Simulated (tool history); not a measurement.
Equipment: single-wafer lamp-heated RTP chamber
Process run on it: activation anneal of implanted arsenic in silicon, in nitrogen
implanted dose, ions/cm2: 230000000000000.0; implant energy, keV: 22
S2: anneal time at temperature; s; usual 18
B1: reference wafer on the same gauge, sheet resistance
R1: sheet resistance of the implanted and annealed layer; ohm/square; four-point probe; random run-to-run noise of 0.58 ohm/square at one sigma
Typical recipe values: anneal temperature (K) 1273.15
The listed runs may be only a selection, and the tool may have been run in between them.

{"run": 1, "hour": 0.0, "anneal temperature (K)": 1273.15, "S2": 25, "B1": 319.02, "R1": 384.08}
{"run": 2, "hour": 49.9, "anneal temperature (K)": 1273.15, "S2": 25, "B1": 319.03, "R1": 382.87}
{"run": 3, "hour": 74.2, "anneal temperature (K)": 1273.15, "S2": 25, "B1": 318.97, "R1": 384.11}
{"hour": 102.2, "done": "pyrometer window cleaned and pyrometer calibrated"}
{"run": 4, "hour": 144.8, "anneal temperature (K)": 1273.15, "S2": 13, "B1": 319.09, "R1": 385.96}
{"run": 5, "hour": 175.1, "anneal temperature (K)": 1273.15, "S2": 13, "B1": 318.68, "R1": 386.48}
{"run": 6, "hour": 221.3, "anneal temperature (K)": 1267.15, "S2": 18, "B1": 319.17, "R1": 387.46}
{"run": 7, "hour": 262.9, "anneal temperature (K)": 1255.15, "S2": 18, "B1": 319.09, "R1": 387.21}
{"hour": 294.3, "done": "pyrometer window cleaned and pyrometer calibrated"}
{"hour": 296.1, "done": "gauge calibrated"}
{"run": 8, "hour": 297.3, "anneal temperature (K)": 1255.15, "S2": 18, "B1": 319.27, "R1": 387.1}
{"run": 9, "hour": 331.9, "anneal temperature (K)": 1247.15, "S2": 8, "B1": 319.14, "R1": 390.84}
{"run": 10, "hour": 378.5, "anneal temperature (K)": 1273.15, "S2": 10, "B1": 319.1, "R1": 387.03}
{"run": 11, "hour": 443.6, "anneal temperature (K)": 1299.15, "S2": 28, "B1": 318.94, "R1": 379.65}
{"hour": 467.3, "done": "pyrometer window cleaned and pyrometer calibrated"}
{"hour": 500.4, "done": "reflector plate cleaned"}
{"run": 12, "hour": 500.9, "anneal temperature (K)": 1247.15, "S2": 23, "B1": 319.08, "R1": 387.18}
{"run": 13, "hour": 573.0, "anneal temperature (K)": 1249.15, "S2": 12, "B1": 319.15, "R1": 388.85}
{"run": 14, "hour": 597.7, "anneal temperature (K)": 1254.15, "S2": 12, "B1": 319.15, "R1": 389.69}
{"hour": 646.7, "done": "pyrometer window cleaned and pyrometer calibrated"}
{"run": 15, "hour": 647.2, "anneal temperature (K)": 1273.15, "S2": 25, "B1": 319.03, "R1": 384.15}
{"hour": 800.0, "done": "pyrometer window cleaned and pyrometer calibrated"}
{"run": 16, "hour": 819.3, "anneal temperature (K)": 1273.15, "S2": 18, "B1": 319.07, "R1": 384.61}

Exercise: give the hidden state of the tool at every run:
true wafer temperature minus pyrometer reading, K: 0 on each run
wafer temperature error from the tarnished reflector plate, K: 0 on each run
gauge reads high (%): 0 on each run
